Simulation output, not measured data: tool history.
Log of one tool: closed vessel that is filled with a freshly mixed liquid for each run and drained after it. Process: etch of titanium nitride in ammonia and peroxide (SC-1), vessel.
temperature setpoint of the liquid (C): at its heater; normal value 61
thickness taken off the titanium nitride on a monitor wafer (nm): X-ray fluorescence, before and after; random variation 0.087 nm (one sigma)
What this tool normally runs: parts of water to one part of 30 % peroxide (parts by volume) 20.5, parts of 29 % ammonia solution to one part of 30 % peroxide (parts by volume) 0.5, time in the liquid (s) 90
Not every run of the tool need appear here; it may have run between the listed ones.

run	hour	temperature setpoint of the liquid (C)	parts of water to one part of 30 % peroxide (parts by volume)	parts of 29 % ammonia solution to one part of 30 % peroxide (parts by volume)	time in the liquid (s)	wafers since the last listed run	hours since the thermometer was replaced	hours since the ammonia flow meter was replaced	hours since the drum of ammonia solution was connected	hours since the gauge calibration	read-back film thickness of the titanium nitride reference wafer, read on the same gauge (nm)	thickness taken off the titanium nitride on a monitor wafer (nm)
1	0	61	20.5	0.45	90	0	234.4	585.6	235.9	343	79.97	11.17
2	21.3	61	20.5	0.45	90	2146	255.7	606.9	257.2	364.3	79.98	11.06
3	46.1	55	20.5	0.5	90	2499	280.5	631.7	282	389.1	79.99	7.77
4	64.3	61	20.5	0.5	90	1834	298.7	649.9	300.2	407.3	79.96	11.49
5	95.8	61	20.5	0.5	90	3174	330.2	681.4	331.7	438.8	80	11.48
6	121.5	61	20.5	0.4	90	2590	355.9	707.1	357.4	464.5	80	11.37
7	148.4	61	20.5	0.4	90	2711	382.8	734	384.3	491.4	80.03	11.21
8	166.3	61	20.5	0.5	90	1804	400.7	751.9	402.2	509.3	79.96	11.79
9	183.4	61	20.5	0.5	90	1723	417.8	769	419.3	526.4	79.99	11.93
10	205.3	68	20.5	0.5	55	2207	439.7	790.9	441.2	548.3	79.98	11.35
11	221.6	68	20.5	0.5	55	1642	456	807.2	457.5	564.6	80.02	11.39
# hour 232.9: new drum of ammonia solution connected
12	240.7	68	20.5	0.5	55	1824	475.1	826.3	7.8	583.7	79.97	11.47
# hour 256.1: gauge calibrated
# hour 260.7: thermometer replaced
13	269.1	61	20.5	0.5	125	2761	8.4	854.7	36.2	13	80	14.97
# hour 276.9: ammonia flow meter replaced
14	304.7	57	29	0.25	90	3487	44	27.8	71.8	48.6	79.98	6.02
15	332.4	61	30	0.5	90	2791	71.7	55.5	99.5	76.3	80.01	8.94
16	358	54	27	0.6	135	2580	97.3	81.1	125.1	101.9	79.99	9.24
17	374.2	57.5	20.5	0.65	115	1632	113.5	97.3	141.3	118.1	80.05	11.86
18	406.9	61	20.5	0.5	90	3295	146.2	130	174	150.8	80.01	11.21
19	435.5	67.5	15.5	0.4	105	2882	174.8	158.6	202.6	179.4	79.99	22.14
20	465.1	61	26.5	0.7	140	2983	204.4	188.2	232.2	209	80	15.97
21	479	61	20.5	0.5	90	1400	218.3	202.1	246.1	222.9	80	11.27
22	507.8	61	20.5	0.5	45	2902	247.1	230.9	274.9	251.7	80	5.79
23	525	61	11	0.3	90	1733	264.3	248.1	292.1	268.9	79.95	14.46
24	551.6	61	24.5	0.7	90	2680	290.9	274.7	318.7	295.5	80.04	11.05
25	576.3	61	14	0.6	90	2489	315.6	299.4	343.4	320.2	80	14.77

3 ways to go on from here, each from the tool as it stands after run 25. What would each give?
A	577	61	14	0.5	90	70	316.3	300.1	344.1	320.9	?	?
B	577	55.5	27	0.5	90	70	316.3	300.1	344.1	320.9	?	?
C	577	55	23	0.5	90	70	316.3	300.1	344.1	320.9	?	?

run	read-back film thickness of the titanium nitride reference wafer, read on the same gauge (nm)	thickness taken off the titanium nitride on a monitor wafer (nm)
A	79.97	14.31
B	79.97	6.91
C	79.97	7.32
Without the tool's hidden state the same runs would have given:
run	thickness taken off the titanium nitride on a monitor wafer (nm)
A	13.33
B	6.42
C	6.8
